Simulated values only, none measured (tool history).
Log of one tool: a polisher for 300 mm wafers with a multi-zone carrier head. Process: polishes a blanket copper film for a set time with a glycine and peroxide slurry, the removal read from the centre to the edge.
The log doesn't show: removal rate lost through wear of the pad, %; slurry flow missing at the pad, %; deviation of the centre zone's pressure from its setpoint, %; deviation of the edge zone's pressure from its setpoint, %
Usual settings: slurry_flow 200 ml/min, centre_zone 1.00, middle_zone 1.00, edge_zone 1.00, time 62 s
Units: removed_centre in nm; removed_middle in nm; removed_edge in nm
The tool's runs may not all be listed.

run    hour  slurry_flow  centre_zone  middle_zone  edge_zone  time  wafers since the last listed run  wafers polished on this pad  hours since the slurry nozzle was cleaned  hours since the centre zone pressure was calibrated  hours since the edge zone pressure was calibrated  hours since the carrier head's membrane was replaced  incoming thickness of the incoming film, nm  removed_centre  removed_middle  removed_edge
  1     0.0          200         1.00         1.00       1.00    62                                 0                          289                                      344.1                                                567.6                                              346.6                                                 846.5                                       1459.9           278.6           284.5         278.9
  2    87.4          200         1.00         1.00       1.00    62                              1133                         1423                                      431.5                                                655.0                                              434.0                                                 933.9                                       1468.8           273.9           279.3         280.3
      209.9  -- carrier head's membrane replaced by a new one
      268.6  -- edge zone pressure recalibrated
  3   304.1          200         1.00         0.89       1.00    62                              2720                         4144                                      648.2                                                871.7                                               35.5                                                  94.2                                       1497.9           265.0           254.4         274.2
      315.5  -- centre zone pressure recalibrated
  4   360.8          200         1.00         1.00       1.00    62                               709                         4854                                      704.9                                                 45.3                                               92.2                                                 150.9                                       1487.9           266.7           273.4         275.4
      365.4  -- slurry nozzle cleaned
  5   414.3          200         0.97         1.00       0.90    44                               681                         5535                                       48.9                                                 98.8                                              145.7                                                 204.4                                       1490.0           200.3           207.5         196.4
  6   459.3          200         0.96         1.00       1.00    50                               583                         6119                                       93.9                                                143.8                                              190.7                                                 249.4                                       1496.7           219.7           236.5         232.4
  7   500.9          200         1.00         1.11       1.00    68                               539                         6658                                      135.5                                                185.4                                              232.3                                                 291.0                                       1467.2           312.3           338.7         313.2
      548.9  -- worn pad replaced by a new one
  8   574.5          260         0.93         1.00       1.00    76                               903                          331                                      209.1                                                259.0                                              305.9                                                 364.6                                       1459.6           335.5           365.5         360.5
  9   660.4          200         1.00         0.96       1.00    62                              1114                         1446                                      295.0                                                344.9                                              391.8                                                 450.5                                       1480.1           284.5           281.7         282.0
 10   764.4          200         0.96         1.00       1.00    70                              1349                         2795                                      399.0                                                448.9                                              495.8                                                 554.5                                       1463.2           303.0           320.5         319.3
 11   811.1          200         0.94         1.00       1.00    62                               605                         3401                                      445.7                                                495.6                                              542.5                                                 601.2                                       1497.1           262.4           281.7         279.1
      850.1  -- edge zone pressure recalibrated
 12   883.6          200         0.97         0.93       1.00    62                               914                         4316                                      518.2                                                568.1                                               33.5                                                 673.7                                       1481.2           267.5           267.8         280.5
      939.8  -- slurry nozzle cleaned
 13   984.4          200         1.00         1.00       1.00    62                              1294                         5611                                       44.6                                                668.9                                              134.3                                                 774.5                                       1500.9           287.6           289.3         283.5
     1089.5  -- centre zone pressure recalibrated
 14  1090.0          200         1.00         1.00       1.00    62                              1344                         6955                                      150.2                                                  0.5                                              239.9                                                 880.1                                       1487.1           288.3           292.7         285.2
     1099.6  -- worn pad replaced by a new one
     1156.4  -- carrier head's membrane replaced by a new one
 15  1163.2          200         1.00         1.00       1.00    62                               832                          760                                      223.4                                                 73.7                                              313.1                                                   6.8                                       1484.1           277.6           286.6         288.1
 16  1237.6          200         1.00         1.00       1.11    62                               965                         1726                                      297.8                                                148.1                                              387.5                                                  81.2                                       1483.4           286.4           288.9         297.1
 17  1320.4          200         1.00         1.09       1.00    62                              1074                         2800                                      380.6                                                230.9                                              470.3                                                 164.0                                       1480.6           275.5           299.3         284.4
     1335.3  -- edge zone pressure recalibrated
 18  1381.7          245         1.00         1.11       1.00    44                               769                         3569                                      441.9                                                292.2                                               46.4                                                 225.3                                       1502.3           202.3           222.7         204.4
 19  1452.2          200         1.00         1.00       0.96    76                               914                         4484                                      512.4                                                362.7                                              116.9                                                 295.8                                       1478.0           337.3           346.5         335.5
 20  1551.8          220         1.00         1.00       1.06    62                              1292                         5776                                      612.0                                                462.3                                              216.5                                                 395.4                                       1457.0           285.4           284.0         291.2
     1615.3  -- worn pad replaced by a new one
     1628.3  -- slurry nozzle cleaned
 21  1659.1          200         1.00         1.00       1.00    62                              1327                          555                                       30.8                                                569.6                                              323.8                                                 502.7                                       1478.7           289.4           293.4         286.1
 22  1710.1          200         0.88         1.06       1.00    56                               661                         1217                                       81.8                                                620.6                                              374.8                                                 553.7                                       1492.9           231.0           272.6         256.6

4 ways to go on from here, each from the tool as it stands after run 22. What would each give?
  A  1710.5          200         0.90         1.00       1.00    62                                 5                         1222                                       82.2                                                621.0                                              375.2                                                 554.1                                       1490.7               ?               ?             ?
  B  1710.5          165         1.00         1.09       0.92    62                                 5                         1222                                       82.2                                                621.0                                              375.2                                                 554.1                                       1490.7               ?               ?             ?
  C  1710.5          200         1.00         0.94       1.00    62                                 5                         1222                                       82.2                                                621.0                                              375.2                                                 554.1                                       1490.7               ?               ?             ?
  D  1710.5          200         1.00         1.00       0.91    62                                 5                         1222                                       82.2                                                621.0                                              375.2                                                 554.1                                       1490.7               ?               ?             ?

run  removed_centre  removed_middle  removed_edge
  A           257.1           291.0         285.8
  B           276.7           298.6         268.9
  C           285.8           279.7         286.0
  D           285.9           290.9         273.7
Without the tool's hidden state the same runs would have given:
run  removed_centre  removed_middle  removed_edge
  A           259.5           293.4         287.6
  B           279.7           301.5         270.8
  C           288.4           281.9         287.7
  D           288.5           293.2         275.4

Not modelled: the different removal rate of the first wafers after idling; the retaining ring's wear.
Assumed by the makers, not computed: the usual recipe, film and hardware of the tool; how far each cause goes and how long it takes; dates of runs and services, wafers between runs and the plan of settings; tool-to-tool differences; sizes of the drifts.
